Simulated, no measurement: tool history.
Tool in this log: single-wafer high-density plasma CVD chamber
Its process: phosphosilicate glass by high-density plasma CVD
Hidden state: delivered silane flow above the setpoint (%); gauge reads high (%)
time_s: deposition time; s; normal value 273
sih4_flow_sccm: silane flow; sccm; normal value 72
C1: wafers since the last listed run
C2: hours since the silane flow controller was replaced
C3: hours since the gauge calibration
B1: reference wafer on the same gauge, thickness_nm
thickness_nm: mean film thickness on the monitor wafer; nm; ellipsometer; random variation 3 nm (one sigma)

Run 1, hour 0.0: usual settings; C1 0; C2 3337.5; C3 54.0; B1 1785.151. Result: thickness_nm 2027.319 nm.
Run 2, hour 10.6: usual settings; C1 76; C2 3348.1; C3 64.6; B1 1787.056. Result: thickness_nm 2027.744 nm.
Run 3, hour 43.7: usual settings; C1 240; C2 3381.2; C3 97.7; B1 1789.040. Result: thickness_nm 2031.458 nm.
Run 4, hour 54.4: usual settings but time_s 230 s; C1 77; C2 3391.9; C3 108.4; B1 1790.201. Result: thickness_nm 1713.963 nm.
At hour 65.3: silane flow controller replaced.
Run 5, hour 65.8: usual settings but sih4_flow_sccm 64 sccm; C1 24; C2 0.5; C3 119.8; B1 1790.995. Result: thickness_nm 1917.841 nm.
Run 6, hour 76.7: usual settings but sih4_flow_sccm 64 sccm; C1 79; C2 11.4; C3 130.7; B1 1791.550. Result: thickness_nm 1924.970 nm.
Run 7, hour 92.5: usual settings but sih4_flow_sccm 64 sccm; C1 114; C2 27.2; C3 146.5; B1 1790.974. Result: thickness_nm 1921.073 nm.
Run 8, hour 105.9: usual settings; C1 97; C2 40.6; C3 159.9; B1 1792.231. Result: thickness_nm 2029.833 nm.
Run 9, hour 115.9: usual settings but time_s 319 s, sih4_flow_sccm 62 sccm; C1 72; C2 50.6; C3 169.9; B1 1792.499. Result: thickness_nm 2202.780 nm.
Run 10, hour 128.4: usual settings but sih4_flow_sccm 64 sccm; C1 90; C2 63.1; C3 182.4; B1 1791.556. Result: thickness_nm 1920.978 nm.
Run 11, hour 141.4: usual settings but time_s 326 s, sih4_flow_sccm 65 sccm; C1 94; C2 76.1; C3 195.4; B1 1793.059. Result: thickness_nm 2313.008 nm.
At hour 150.4: gauge calibrated.
Run 12, hour 152.5: usual settings but time_s 249 s, sih4_flow_sccm 64 sccm; C1 80; C2 87.2; C3 2.1; B1 1781.165. Result: thickness_nm 1739.992 nm.
Run 13, hour 181.7: usual settings but time_s 231 s, sih4_flow_sccm 60 sccm; C1 212; C2 116.4; C3 31.3; B1 1786.889. Result: thickness_nm 1571.774 nm.
Run 14, hour 192.2: usual settings but time_s 297 s, sih4_flow_sccm 80 sccm; C1 76; C2 126.9; C3 41.8; B1 1786.178. Result: thickness_nm 2322.747 nm.
Run 15, hour 208.9: usual settings; C1 121; C2 143.6; C3 58.5; B1 1789.488. Result: thickness_nm 2027.765 nm.
Run 16, hour 217.6: usual settings but time_s 233 s, sih4_flow_sccm 64 sccm; C1 63; C2 152.3; C3 67.2; B1 1791.734. Result: thickness_nm 1638.904 nm.

Here are 5 independent what-if runs from the current tool condition. What would each one return?
Run A, hour 218.1: usual settings but time_s 291 s; C1 3; C2 152.8; C3 67.7; B1 ?. Result: thickness_nm ?.
Run B, hour 218.1: usual settings but time_s 221 s, sih4_flow_sccm 60 sccm; C1 3; C2 152.8; C3 67.7; B1 ?. Result: thickness_nm ?.
Run C, hour 218.1: usual settings but time_s 246 s, sih4_flow_sccm 79 sccm; C1 3; C2 152.8; C3 67.7; B1 ?. Result: thickness_nm ?.
Run D, hour 218.1: usual settings but time_s 321 s; C1 3; C2 152.8; C3 67.7; B1 ?. Result: thickness_nm ?.
Run E, hour 218.1: usual settings but time_s 308 s, sih4_flow_sccm 76 sccm; C1 3; C2 152.8; C3 67.7; B1 ?. Result: thickness_nm ?.

run        B1  thickness_nm
  A  1791.279      2164.212
  B  1791.279      1504.734
  C  1791.279      1919.716
  D  1791.279      2387.327
  E  1791.279      2355.160
Without the tool's hidden state the same runs would have given:
run  thickness_nm
  A      2151.591
  B      1495.959
  C      1908.521
  D      2373.404
  E      2341.425
